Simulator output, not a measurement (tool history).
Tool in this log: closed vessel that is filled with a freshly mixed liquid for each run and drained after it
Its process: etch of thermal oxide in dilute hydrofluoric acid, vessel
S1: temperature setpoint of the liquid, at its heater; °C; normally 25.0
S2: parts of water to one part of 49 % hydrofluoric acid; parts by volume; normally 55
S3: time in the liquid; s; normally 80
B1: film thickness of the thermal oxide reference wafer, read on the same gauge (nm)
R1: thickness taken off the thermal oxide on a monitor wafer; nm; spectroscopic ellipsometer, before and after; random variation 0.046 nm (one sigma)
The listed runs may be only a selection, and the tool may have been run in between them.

{"run": 1, "day": 0.0, "S1": 25.0, "S2": 55, "S3": 80, "B1": 39.98, "R1": 7.87}
{"run": 2, "day": 3.679, "S1": 25.0, "S2": 55, "S3": 80, "B1": 39.98, "R1": 7.96}
{"run": 3, "day": 5.412, "S1": 25.0, "S2": 55, "S3": 80, "B1": 40.01, "R1": 7.94}
{"run": 4, "day": 8.088, "S1": 23.5, "S2": 55, "S3": 80, "B1": 39.96, "R1": 7.54}
{"run": 5, "day": 11.883, "S1": 23.5, "S2": 55, "S3": 80, "B1": 39.98, "R1": 7.54}
{"run": 6, "day": 14.85, "S1": 23.5, "S2": 55, "S3": 80, "B1": 40.02, "R1": 7.62}
{"run": 7, "day": 16.612, "S1": 25.0, "S2": 55, "S3": 80, "B1": 39.98, "R1": 8.1}
{"run": 8, "day": 18.492, "S1": 25.0, "S2": 55, "S3": 95, "B1": 40.0, "R1": 9.64}
{"run": 9, "day": 21.517, "S1": 25.0, "S2": 55, "S3": 45, "B1": 39.96, "R1": 4.61}
{"run": 10, "day": 23.783, "S1": 26.0, "S2": 55, "S3": 105, "B1": 40.0, "R1": 11.08}
{"run": 11, "day": 27.642, "S1": 25.0, "S2": 55, "S3": 80, "B1": 40.01, "R1": 8.2}
{"run": 12, "day": 30.092, "S1": 25.0, "S2": 55, "S3": 80, "B1": 40.03, "R1": 8.2}
{"run": 13, "day": 31.825, "S1": 25.0, "S2": 30, "S3": 40, "B1": 39.95, "R1": 7.81}
{"run": 14, "day": 33.538, "S1": 25.0, "S2": 55, "S3": 80, "B1": 39.96, "R1": 8.24}
{"run": 15, "day": 37.483, "S1": 29.0, "S2": 45, "S3": 45, "B1": 40.01, "R1": 6.78}
{"run": 16, "day": 39.1, "S1": 21.0, "S2": 30, "S3": 110, "B1": 39.96, "R1": 18.32}
{"run": 17, "day": 42.329, "S1": 25.0, "S2": 70, "S3": 80, "B1": 39.94, "R1": 6.66}
{"run": 18, "day": 44.904, "S1": 27.0, "S2": 45, "S3": 45, "B1": 39.99, "R1": 6.47}
{"run": 19, "day": 49.017, "S1": 25.0, "S2": 80, "S3": 45, "B1": 39.99, "R1": 3.22}
{"run": 20, "day": 51.033, "S1": 29.0, "S2": 65, "S3": 80, "B1": 40.0, "R1": 7.61}
{"run": 21, "day": 55.192, "S1": 25.0, "S2": 55, "S3": 80, "B1": 40.02, "R1": 7.86}
{"run": 22, "day": 58.412, "S1": 25.0, "S2": 75, "S3": 105, "B1": 40.01, "R1": 7.37}
{"run": 23, "day": 62.067, "S1": 23.5, "S2": 85, "S3": 60, "B1": 39.99, "R1": 3.47}
{"run": 24, "day": 66.404, "S1": 28.0, "S2": 30, "S3": 80, "B1": 40.0, "R1": 16.89}

Put back what was entered between runs (5 entries, withheld): which listed runs does each sit between, and how does the hidden state differ from the listed run before to the listed run after?
Logged between run 8 and run 9: thermometer replaced (day 19.908)
  hydrofluoric acid flow above the setpoint (%): 4.09 -> 4.37
  measured less the result without the state, R1: +0.41 -> +0.21 nm
Logged between run 12 and run 13: gauge calibrated (day 31.571)
  hydrofluoric acid flow above the setpoint (%): 5.18 -> 5.34
  measured less the result without the state, R1: +0.43 -> +0.41 nm
Logged between run 16 and run 17: hydrofluoric acid flow meter replaced (day 41.112)
  hydrofluoric acid flow above the setpoint (%): 6.02 -> 9.54
  measured less the result without the state, R1: +1.07 -> +0.63 nm
Logged between run 18 and run 19: thermometer replaced (day 46.421)
  hydrofluoric acid flow above the setpoint (%): 9.78 -> 10.2
  measured less the result without the state, R1: +0.61 -> +0.32 nm
Logged between run 19 and run 20: hydrofluoric acid flow meter replaced, repeated, since the last time left the tool worse (day 50.004)
  hydrofluoric acid flow above the setpoint (%): 10.2 -> 0.146
  measured less the result without the state, R1: +0.32 -> +0.02 nm

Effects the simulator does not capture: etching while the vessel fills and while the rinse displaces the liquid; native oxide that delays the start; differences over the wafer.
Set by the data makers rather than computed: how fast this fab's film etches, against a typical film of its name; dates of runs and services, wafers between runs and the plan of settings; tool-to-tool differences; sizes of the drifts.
